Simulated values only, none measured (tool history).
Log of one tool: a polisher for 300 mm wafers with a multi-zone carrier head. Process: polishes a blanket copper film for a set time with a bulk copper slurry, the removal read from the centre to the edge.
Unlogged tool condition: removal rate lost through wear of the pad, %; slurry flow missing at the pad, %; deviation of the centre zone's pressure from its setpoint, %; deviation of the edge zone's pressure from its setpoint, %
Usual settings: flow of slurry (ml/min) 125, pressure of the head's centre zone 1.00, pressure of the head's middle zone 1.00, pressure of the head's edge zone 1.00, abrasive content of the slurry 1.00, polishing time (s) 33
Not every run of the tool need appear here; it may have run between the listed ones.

| run | hour | flow of slurry (ml/min) | pressure of the head's centre zone | pressure of the head's middle zone | pressure of the head's edge zone | abrasive content of the slurry | polishing time (s) | wafers since the last listed run | wafers polished on this pad | hours since the slurry nozzle was cleaned | hours since the centre zone pressure was calibrated | hours since the edge zone pressure was calibrated | hours since the carrier head's membrane was replaced | incoming thickness of the incoming film, nm | film removed at the wafer's centre (Å) | film removed at mid-radius (Å) | film removed at the wafer's edge (Å) |
|---|---|---|---|---|---|---|---|---|---|---|---|---|---|---|---|---|---|
| 1 | 0.0 | 125 | 1.00 | 1.00 | 1.00 | 1.00 | 33 | 0 | 716 | 625.8 | 680.1 | 1567.5 | 1944.7 | 2016.8 | 2061 | 2155 | 2102 |
| 2 | 16.3 | 125 | 1.00 | 1.00 | 1.00 | 1.00 | 33 | 173 | 890 | 642.1 | 696.4 | 1583.8 | 1961.0 | 2061.5 | 2005 | 2071 | 2063 |
|  | 28.4 | worn pad replaced by a new one |
|  | 29.5 | carrier head's membrane replaced by a new one |
| 3 | 30.7 | 125 | 1.00 | 1.00 | 1.00 | 1.00 | 33 | 99 | 12 | 656.5 | 710.8 | 1598.2 | 1.2 | 2015.9 | 2102 | 2112 | 2131 |
| 4 | 42.6 | 125 | 1.00 | 1.00 | 1.00 | 1.00 | 26 | 126 | 139 | 668.4 | 722.7 | 1610.1 | 13.1 | 2023.8 | 1626 | 1660 | 1680 |
| 5 | 50.0 | 125 | 1.00 | 1.00 | 1.09 | 1.15 | 33 | 78 | 218 | 675.8 | 730.1 | 1617.5 | 20.5 | 2037.5 | 2123 | 2150 | 2272 |
|  | 54.8 | slurry nozzle cleaned |
| 6 | 57.3 | 125 | 0.94 | 1.11 | 1.00 | 1.00 | 33 | 67 | 286 | 2.5 | 737.4 | 1624.8 | 27.8 | 2013.8 | 2019 | 2283 | 2078 |
| 7 | 63.9 | 170 | 1.00 | 0.96 | 1.00 | 0.80 | 27 | 70 | 356 | 9.1 | 744.0 | 1631.4 | 34.4 | 2012.8 | 1746 | 1698 | 1761 |
|  | 70.1 | centre zone pressure recalibrated |
| 8 | 77.5 | 100 | 0.90 | 1.00 | 1.06 | 1.00 | 29 | 123 | 480 | 22.7 | 7.4 | 1645.0 | 48.0 | 2029.0 | 1618 | 1759 | 1862 |
| 9 | 90.9 | 125 | 1.08 | 1.04 | 0.89 | 1.00 | 33 | 142 | 623 | 36.1 | 20.8 | 1658.4 | 61.4 | 2006.3 | 2141 | 2121 | 1962 |
| 10 | 98.5 | 125 | 1.00 | 1.11 | 1.00 | 1.00 | 41 | 81 | 704 | 43.7 | 28.4 | 1666.0 | 69.0 | 1991.1 | 2552 | 2732 | 2560 |
| 11 | 111.6 | 125 | 0.89 | 0.89 | 1.00 | 0.90 | 33 | 139 | 844 | 56.8 | 41.5 | 1679.1 | 82.1 | 2004.8 | 1846 | 1861 | 2031 |
|  | 125.5 | worn pad replaced by a new one |
| 12 | 126.0 | 125 | 1.00 | 1.00 | 0.94 | 1.00 | 23 | 110 | 4 | 71.2 | 55.9 | 1693.5 | 96.5 | 2051.9 | 1452 | 1478 | 1430 |
|  | 128.9 | edge zone pressure recalibrated |
| 13 | 134.2 | 125 | 1.10 | 1.00 | 1.00 | 1.00 | 33 | 66 | 71 | 79.4 | 64.1 | 5.3 | 104.7 | 1974.0 | 2210 | 2108 | 2074 |
| 14 | 149.5 | 125 | 1.00 | 1.00 | 1.00 | 1.00 | 33 | 163 | 234 | 94.7 | 79.4 | 20.6 | 120.0 | 1992.4 | 2067 | 2079 | 2111 |
| 15 | 158.5 | 125 | 1.00 | 1.00 | 1.09 | 1.00 | 33 | 96 | 330 | 103.7 | 88.4 | 29.6 | 129.0 | 2029.2 | 2070 | 2087 | 2184 |
| 16 | 173.2 | 125 | 0.93 | 1.00 | 1.11 | 0.70 | 33 | 156 | 487 | 118.4 | 103.1 | 44.3 | 143.7 | 2014.9 | 1877 | 2015 | 2108 |
| 17 | 189.0 | 125 | 1.08 | 1.04 | 0.89 | 1.00 | 33 | 168 | 655 | 134.2 | 118.9 | 60.1 | 159.5 | 1995.8 | 2153 | 2089 | 2011 |
| 18 | 196.8 | 105 | 0.93 | 1.00 | 1.00 | 1.00 | 33 | 83 | 738 | 142.0 | 126.7 | 67.9 | 167.3 | 2027.6 | 1874 | 2001 | 1990 |
| 19 | 204.6 | 125 | 1.00 | 1.00 | 1.07 | 0.75 | 33 | 83 | 822 | 149.8 | 134.5 | 75.7 | 175.1 | 2030.7 | 1941 | 1992 | 2050 |
|  | 212.7 | worn pad replaced by a new one |
| 20 | 217.8 | 140 | 1.00 | 1.00 | 0.95 | 1.00 | 33 | 98 | 54 | 163.0 | 147.7 | 88.9 | 188.3 | 1979.1 | 2150 | 2160 | 2100 |
| 21 | 226.3 | 95 | 1.00 | 1.00 | 1.00 | 1.00 | 33 | 90 | 145 | 171.5 | 156.2 | 97.4 | 196.8 | 2042.8 | 1985 | 2023 | 2037 |

Predict each of these 4 candidate next runs independently; none follows another, all start after run 21:
| A | 226.7 | 170 | 1.00 | 1.00 | 1.00 | 1.00 | 33 | 4 | 149 | 171.9 | 156.6 | 97.8 | 197.2 | 2016.4 | ? | ? | ? |
| B | 226.7 | 135 | 0.90 | 1.00 | 0.93 | 1.00 | 33 | 4 | 149 | 171.9 | 156.6 | 97.8 | 197.2 | 2016.4 | ? | ? | ? |
| C | 226.7 | 125 | 0.90 | 1.00 | 1.00 | 1.00 | 33 | 4 | 149 | 171.9 | 156.6 | 97.8 | 197.2 | 2016.4 | ? | ? | ? |
| D | 226.7 | 125 | 1.08 | 1.00 | 1.09 | 1.00 | 37 | 4 | 149 | 171.9 | 156.6 | 97.8 | 197.2 | 2016.4 | ? | ? | ? |

| run | film removed at the wafer's centre (Å) | film removed at mid-radius (Å) | film removed at the wafer's edge (Å) |
|---|---|---|---|
| A | 2246 | 2263 | 2214 |
| B | 2019 | 2180 | 2082 |
| C | 1987 | 2149 | 2134 |
| D | 2492 | 2408 | 2496 |
Stripped of hidden state, with their random variation kept, the same runs would have yielded:
| run | film removed at the wafer's centre (Å) | film removed at mid-radius (Å) | film removed at the wafer's edge (Å) |
|---|---|---|---|
| A | 2250 | 2267 | 2218 |
| B | 2022 | 2183 | 2085 |
| C | 1991 | 2153 | 2137 |
| D | 2496 | 2412 | 2501 |
